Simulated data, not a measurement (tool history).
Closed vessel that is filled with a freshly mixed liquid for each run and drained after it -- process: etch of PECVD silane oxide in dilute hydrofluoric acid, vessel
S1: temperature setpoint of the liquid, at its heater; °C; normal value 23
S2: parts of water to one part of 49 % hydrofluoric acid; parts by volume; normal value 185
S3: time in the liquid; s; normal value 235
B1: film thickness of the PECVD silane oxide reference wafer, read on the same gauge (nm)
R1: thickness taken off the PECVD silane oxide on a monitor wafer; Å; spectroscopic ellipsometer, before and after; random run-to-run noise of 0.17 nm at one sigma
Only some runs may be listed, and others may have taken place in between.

Run 1, hour 0: usual settings but S3 345 s; B1 119.98. Result: R1 675.8 Å.
Run 2, hour 13.7: usual settings but S3 345 s; B1 120. Result: R1 678.4 Å.
Run 3, hour 23.6: usual settings but S3 345 s; B1 120. Result: R1 676.1 Å.
Run 4, hour 35.1: usual settings; B1 120. Result: R1 457.9 Å.
Run 5, hour 53: usual settings; B1 120.02. Result: R1 462.2 Å.
Run 6, hour 66.1: usual settings but S2 150 parts by volume; B1 119.99. Result: R1 590.2 Å.
Run 7, hour 81.4: usual settings but S1 26 °C; B1 120.01. Result: R1 515.5 Å.
Run 8, hour 97.2: usual settings but S1 26 °C; B1 120.03. Result: R1 516.1 Å.
Run 9, hour 112.6: usual settings but S1 26 °C; B1 120.01. Result: R1 518.4 Å.
Run 10, hour 123.9: usual settings but S3 315 s; B1 120.02. Result: R1 618.3 Å.
Run 11, hour 131.8: usual settings but S3 315 s; B1 120.01. Result: R1 619.9 Å.
At hour 143.2: gauge calibrated.
Run 12, hour 144: usual settings but S3 315 s; B1 120.02. Result: R1 621.7 Å.
Run 13, hour 157.7: usual settings; B1 119.99. Result: R1 465.2 Å.
Run 14, hour 168: usual settings; B1 120.01. Result: R1 463.3 Å.
Run 15, hour 183.1: usual settings; B1 120.02. Result: R1 463.8 Å.
Run 16, hour 189.4: usual settings; B1 119.97. Result: R1 465.2 Å.
Run 17, hour 205.7: usual settings; B1 120. Result: R1 463.2 Å.
Run 18, hour 211.8: usual settings but S1 27 °C, S2 215 parts by volume, S3 165 s; B1 120.01. Result: R1 316.9 Å.
Run 19, hour 221.1: usual settings; B1 120. Result: R1 466.1 Å.
Run 20, hour 228.2: usual settings but S2 245 parts by volume; B1 120. Result: R1 332.9 Å.
Run 21, hour 242.4: usual settings but S1 19 °C, S2 265 parts by volume, S3 115 s; B1 120. Result: R1 126.7 Å.

What does the tool deliver on the next run?
At hour 246.2: thermometer replaced.
Run 22, hour 254.5: usual settings; B1 ?. Result: R1 ?.

Logged for run 22: B1 119.98, R1 466.9 Å.
With no hidden state in the tool, this same run would have given R1 405.1 Å.
